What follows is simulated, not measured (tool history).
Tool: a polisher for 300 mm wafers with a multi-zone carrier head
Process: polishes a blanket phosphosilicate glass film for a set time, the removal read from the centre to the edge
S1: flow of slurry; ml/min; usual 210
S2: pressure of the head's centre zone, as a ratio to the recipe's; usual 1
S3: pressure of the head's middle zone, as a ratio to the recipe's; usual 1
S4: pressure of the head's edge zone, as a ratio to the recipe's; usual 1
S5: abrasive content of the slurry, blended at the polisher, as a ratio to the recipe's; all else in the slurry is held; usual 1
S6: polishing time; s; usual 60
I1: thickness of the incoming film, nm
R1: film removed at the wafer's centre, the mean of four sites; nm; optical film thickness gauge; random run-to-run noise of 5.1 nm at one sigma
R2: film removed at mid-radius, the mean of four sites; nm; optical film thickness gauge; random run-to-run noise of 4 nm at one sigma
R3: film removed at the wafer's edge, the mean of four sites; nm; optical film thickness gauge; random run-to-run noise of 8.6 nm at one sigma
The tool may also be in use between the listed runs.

Run 1, hour 0: usual settings but S1 260 ml/min, S5 1.15; I1 3326.6. Result: R1 642.7 nm, R2 640 nm, R3 681.9 nm.
Run 2, hour 39.3: usual settings but S1 260 ml/min, S5 1.15; I1 3381.7. Result: R1 640.3 nm, R2 630.5 nm, R3 658.2 nm.
Run 3, hour 83.3: usual settings; I1 3315.7. Result: R1 597.6 nm, R2 605.7 nm, R3 652.3 nm.
At hour 126.6: slurry nozzle cleaned.
Run 4, hour 183.3: usual settings; I1 3372.4. Result: R1 581.8 nm, R2 602 nm, R3 623.1 nm.
At hour 264.1: worn pad replaced by a new one.
Run 5, hour 269.7: usual settings; I1 3348.2. Result: R1 572.2 nm, R2 596 nm, R3 645.4 nm.
At hour 306: centre zone pressure recalibrated.
Run 6, hour 353.1: usual settings; I1 3325.6. Result: R1 609.3 nm, R2 609.9 nm, R3 629.5 nm.
Run 7, hour 451.6: usual settings; I1 3275.9. Result: R1 601.4 nm, R2 593.7 nm, R3 643.2 nm.
At hour 517.3: worn pad replaced by a new one.
Run 8, hour 531.7: usual settings; I1 3379.8. Result: R1 593.9 nm, R2 598.8 nm, R3 641.9 nm.
Run 9, hour 630.6: usual settings but S4 1.11, S6 45 s; I1 3413.5. Result: R1 438.3 nm, R2 448.2 nm, R3 509.2 nm.
Run 10, hour 716.1: usual settings; I1 3308.3. Result: R1 579.8 nm, R2 597.9 nm, R3 631.4 nm.
At hour 737.9: slurry nozzle cleaned.
Run 11, hour 758.1: usual settings but S3 0.93, S5 0.8, S6 49 s; I1 3311.7. Result: R1 435.5 nm, R2 434.3 nm, R3 494.2 nm.
At hour 784.9: worn pad replaced by a new one.
At hour 793.6: carrier head's membrane replaced by a new one.
Run 12, hour 842.8: usual settings but S1 255 ml/min, S5 0.75; I1 3371.5. Result: R1 513.4 nm, R2 555.2 nm, R3 584.3 nm.
At hour 887.5: centre zone pressure recalibrated.
Run 13, hour 930.3: usual settings but S1 270 ml/min, S5 1.1; I1 3305. Result: R1 650.7 nm, R2 635.7 nm, R3 651.4 nm.
At hour 1004.2: edge zone pressure recalibrated.
At hour 1008.6: worn pad replaced by a new one.
Run 14, hour 1190.3: usual settings but S2 0.91, S6 75 s; I1 3338.2. Result: R1 694.4 nm, R2 741.7 nm, R3 802.3 nm.
At hour 1262.5: worn pad replaced by a new one.
Run 15, hour 1267.9: usual settings but S1 245 ml/min, S2 0.94, S3 1.11; I1 3347.5. Result: R1 577.3 nm, R2 667.2 nm, R3 638.5 nm.

Each row is a separate what-if for the run after 15, all from the same tool condition, not one after another. Results?
Run A, hour 1268.3: usual settings but S4 1.05; I1 3376.9. Result: R1 ?, R2 ?, R3 ?.
Run B, hour 1268.3: usual settings but S1 260 ml/min; I1 3376.9. Result: R1 ?, R2 ?, R3 ?.
Run C, hour 1268.3: usual settings but S1 250 ml/min, S2 0.96, S4 0.96, S5 1.3; I1 3376.9. Result: R1 ?, R2 ?, R3 ?.
Run D, hour 1268.3: usual settings but S1 140 ml/min, S3 1.06; I1 3376.9. Result: R1 ?, R2 ?, R3 ?.

run     R1     R2     R3
  A  594.7  594.2  656.9
  B    609    607  651.8
  C  639.5  658.2  693.5
  D  564.4  595.8  619.2
Without the tool's hidden state the same runs would have given:
run     R1     R2     R3
  A  613.1  594.1  656.9
  B  627.8  606.9  651.8
  C  659.3  658.1  693.5
  D  581.9  595.7  619.2
